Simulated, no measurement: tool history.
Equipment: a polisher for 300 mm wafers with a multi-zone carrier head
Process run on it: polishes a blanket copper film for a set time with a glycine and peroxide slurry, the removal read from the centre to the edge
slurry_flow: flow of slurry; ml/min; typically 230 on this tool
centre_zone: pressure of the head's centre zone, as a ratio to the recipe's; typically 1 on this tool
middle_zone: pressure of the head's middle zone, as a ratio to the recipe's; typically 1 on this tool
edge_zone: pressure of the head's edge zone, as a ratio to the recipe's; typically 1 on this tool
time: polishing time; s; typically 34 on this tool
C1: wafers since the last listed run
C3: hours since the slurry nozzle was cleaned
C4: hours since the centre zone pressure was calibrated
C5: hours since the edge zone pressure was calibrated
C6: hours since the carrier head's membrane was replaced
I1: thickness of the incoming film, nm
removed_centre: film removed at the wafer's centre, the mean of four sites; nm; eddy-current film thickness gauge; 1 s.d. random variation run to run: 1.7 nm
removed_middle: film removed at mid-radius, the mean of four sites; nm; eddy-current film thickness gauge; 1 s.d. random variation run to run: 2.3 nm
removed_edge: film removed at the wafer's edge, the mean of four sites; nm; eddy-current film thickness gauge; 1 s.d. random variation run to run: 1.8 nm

run 1 hour=0 | slurry_flow=230 centre_zone=1.09 middle_zone=1 edge_zone=1 time=34 | C1=0 wafers_polished_on_this_pad=3 C3=430.1 C4=698.7 C5=678.3 C6=442.8 | I1=1809 | removed_centre=183.8 removed_middle=172.3 removed_edge=167
run 2 hour=65.1 | slurry_flow=230 centre_zone=1 middle_zone=1.1 edge_zone=1 time=23 | C1=464 wafers_polished_on_this_pad=467 C3=495.2 C4=763.8 C5=743.4 C6=507.9 | I1=1836.4 | removed_centre=112.8 removed_middle=128 removed_edge=111.5
run 3 hour=114.6 | slurry_flow=230 centre_zone=1 middle_zone=1 edge_zone=1 time=34 | C1=353 wafers_polished_on_this_pad=821 C3=544.7 C4=813.3 C5=792.9 C6=557.4 | I1=1828.1 | removed_centre=166.5 removed_middle=168.2 removed_edge=165.1
run 4 hour=150.8 | slurry_flow=160 centre_zone=1.06 middle_zone=1.11 edge_zone=1 time=27 | C1=258 wafers_polished_on_this_pad=1079 C3=580.9 C4=849.5 C5=829.1 C6=593.6 | I1=1819.3 | removed_centre=127.8 removed_middle=136.9 removed_edge=126.8
-- hour=166.9 edge zone pressure recalibrated
run 5 hour=198.9 | slurry_flow=230 centre_zone=1 middle_zone=1 edge_zone=1 time=34 | C1=328 wafers_polished_on_this_pad=1408 C3=629 C4=897.6 C5=32 C6=641.7 | I1=1780.5 | removed_centre=161.3 removed_middle=168.8 removed_edge=160.5
run 6 hour=251 | slurry_flow=230 centre_zone=0.89 middle_zone=1.05 edge_zone=1.04 time=28 | C1=371 wafers_polished_on_this_pad=1779 C3=681.1 C4=949.7 C5=84.1 C6=693.8 | I1=1810.7 | removed_centre=120 removed_middle=141.9 removed_edge=136.8
-- hour=297 centre zone pressure recalibrated
run 7 hour=303.7 | slurry_flow=230 centre_zone=1 middle_zone=1 edge_zone=1.11 time=43 | C1=361 wafers_polished_on_this_pad=2141 C3=733.8 C4=6.7 C5=136.8 C6=746.5 | I1=1789.4 | removed_centre=204.9 removed_middle=205.1 removed_edge=211
run 8 hour=345.1 | slurry_flow=230 centre_zone=1 middle_zone=1 edge_zone=1.12 time=34 | C1=295 wafers_polished_on_this_pad=2436 C3=775.2 C4=48.1 C5=178.2 C6=787.9 | I1=1805.6 | removed_centre=163.2 removed_middle=164.6 removed_edge=164.2
run 9 hour=370 | slurry_flow=230 centre_zone=1 middle_zone=1 edge_zone=1 time=46 | C1=177 wafers_polished_on_this_pad=2614 C3=800.1 C4=73 C5=203.1 C6=812.8 | I1=1787.9 | removed_centre=214.5 removed_middle=214.5 removed_edge=216.5
-- hour=384 slurry nozzle cleaned
run 10 hour=405.6 | slurry_flow=230 centre_zone=1 middle_zone=1 edge_zone=1 time=34 | C1=246 wafers_polished_on_this_pad=2861 C3=21.6 C4=108.6 C5=238.7 C6=848.4 | I1=1789.5 | removed_centre=160.2 removed_middle=165.7 removed_edge=154.8
run 11 hour=459.2 | slurry_flow=230 centre_zone=1.07 middle_zone=1 edge_zone=0.9 time=27 | C1=382 wafers_polished_on_this_pad=3243 C3=75.2 C4=162.2 C5=292.3 C6=902 | I1=1801.3 | removed_centre=130.7 removed_middle=129.8 removed_edge=116.3
run 12 hour=484.5 | slurry_flow=195 centre_zone=0.94 middle_zone=1 edge_zone=1 time=43 | C1=180 wafers_polished_on_this_pad=3424 C3=100.5 C4=187.5 C5=317.6 C6=927.3 | I1=1778 | removed_centre=178.6 removed_middle=197.8 removed_edge=189.3
-- hour=528.3 worn pad replaced by a new one
run 13 hour=552.4 | slurry_flow=230 centre_zone=1 middle_zone=1 edge_zone=1 time=34 | C1=455 wafers_polished_on_this_pad=172 C3=168.4 C4=255.4 C5=385.5 C6=995.2 | I1=1789.8 | removed_centre=164.1 removed_middle=171.2 removed_edge=162.8
run 14 hour=708.1 | slurry_flow=230 centre_zone=1 middle_zone=1 edge_zone=1 time=45 | C1=1110 wafers_polished_on_this_pad=1282 C3=324.1 C4=411.1 C5=541.2 C6=1150.9 | I1=1803.9 | removed_centre=209 removed_middle=219.7 removed_edge=211.7
run 15 hour=770.1 | slurry_flow=230 centre_zone=1 middle_zone=1 edge_zone=1.11 time=34 | C1=442 wafers_polished_on_this_pad=1725 C3=386.1 C4=473.1 C5=603.2 C6=1212.9 | I1=1818.3 | removed_centre=158.5 removed_middle=162.6 removed_edge=165.6
run 16 hour=795.7 | slurry_flow=230 centre_zone=1 middle_zone=0.89 edge_zone=0.92 time=34 | C1=182 wafers_polished_on_this_pad=1907 C3=411.7 C4=498.7 C5=628.8 C6=1238.5 | I1=1789.6 | removed_centre=155.8 removed_middle=152.1 removed_edge=151.5
run 17 hour=837.4 | slurry_flow=230 centre_zone=1 middle_zone=1 edge_zone=1 time=34 | C1=297 wafers_polished_on_this_pad=2205 C3=453.4 C4=540.4 C5=670.5 C6=1280.2 | I1=1783.5 | removed_centre=154.9 removed_middle=160.7 removed_edge=156.1
run 18 hour=894.6 | slurry_flow=230 centre_zone=1 middle_zone=1 edge_zone=1.12 time=34 | C1=408 wafers_polished_on_this_pad=2613 C3=510.6 C4=597.6 C5=727.7 C6=1337.4 | I1=1809.5 | removed_centre=155.2 removed_middle=159.8 removed_edge=162
-- hour=913.7 carrier head's membrane replaced by a new one
run 19 hour=939.1 | slurry_flow=290 centre_zone=1 middle_zone=1 edge_zone=1 time=34 | C1=281 wafers_polished_on_this_pad=2895 C3=555.1 C4=642.1 C5=772.2 C6=25.4 | I1=1839.1 | removed_centre=156.7 removed_middle=162.1 removed_edge=153.4
run 20 hour=990.2 | slurry_flow=230 centre_zone=1 middle_zone=1 edge_zone=1.12 time=34 | C1=364 wafers_polished_on_this_pad=3259 C3=606.2 C4=693.2 C5=823.3 C6=76.5 | I1=1798.9 | removed_centre=153.1 removed_middle=158.3 removed_edge=157.6
run 21 hour=1018.7 | slurry_flow=230 centre_zone=1.04 middle_zone=1.06 edge_zone=1.09 time=39 | C1=203 wafers_polished_on_this_pad=3462 C3=634.7 C4=721.7 C5=851.8 C6=105 | I1=1834.5 | removed_centre=177.2 removed_middle=188.4 removed_edge=180.8
-- hour=1073.1 edge zone pressure recalibrated
-- hour=1132.2 slurry nozzle cleaned
-- hour=1137.7 worn pad replaced by a new one
run 22 hour=1165.7 | slurry_flow=230 centre_zone=1 middle_zone=1 edge_zone=1 time=34 | C1=998 wafers_polished_on_this_pad=199 C3=33.5 C4=868.7 C5=92.6 C6=252 | I1=1788.6 | removed_centre=170.2 removed_middle=174.3 removed_edge=169.5

4 options for the next run, each taken on its own from the tool as it stands now. Forecast them:
run A hour=1166.1 | slurry_flow=230 centre_zone=1 middle_zone=1 edge_zone=1 time=34 | C1=2 wafers_polished_on_this_pad=202 C3=33.9 C4=869.1 C5=93 C6=252.4 | I1=1796.3 | removed_centre=? removed_middle=? removed_edge=?
run B hour=1166.1 | slurry_flow=230 centre_zone=1 middle_zone=1 edge_zone=1.05 time=34 | C1=2 wafers_polished_on_this_pad=202 C3=33.9 C4=869.1 C5=93 C6=252.4 | I1=1796.3 | removed_centre=? removed_middle=? removed_edge=?
run C hour=1166.1 | slurry_flow=230 centre_zone=1.03 middle_zone=0.96 edge_zone=1.03 time=34 | C1=2 wafers_polished_on_this_pad=202 C3=33.9 C4=869.1 C5=93 C6=252.4 | I1=1796.3 | removed_centre=? removed_middle=? removed_edge=?
run D hour=1166.1 | slurry_flow=185 centre_zone=1 middle_zone=1 edge_zone=1.04 time=43 | C1=2 wafers_polished_on_this_pad=202 C3=33.9 C4=869.1 C5=93 C6=252.4 | I1=1796.3 | removed_centre=? removed_middle=? removed_edge=?

run=A removed_centre=167.2 removed_middle=172.5 removed_edge=166.7
run=B removed_centre=167.2 removed_middle=172.5 removed_edge=170.7
run=C removed_centre=171.9 removed_middle=166.7 removed_edge=169.2
run=D removed_centre=204.4 removed_middle=211.6 removed_edge=210
Had the tool no hidden state, the same runs would have come out as:
run=A removed_centre=168.5 removed_middle=173.8 removed_edge=168
run=B removed_centre=168.5 removed_middle=173.8 removed_edge=172
run=C removed_centre=173.2 removed_middle=167.9 removed_edge=170.5
run=D removed_centre=205.9 removed_middle=213.2 removed_edge=211.6

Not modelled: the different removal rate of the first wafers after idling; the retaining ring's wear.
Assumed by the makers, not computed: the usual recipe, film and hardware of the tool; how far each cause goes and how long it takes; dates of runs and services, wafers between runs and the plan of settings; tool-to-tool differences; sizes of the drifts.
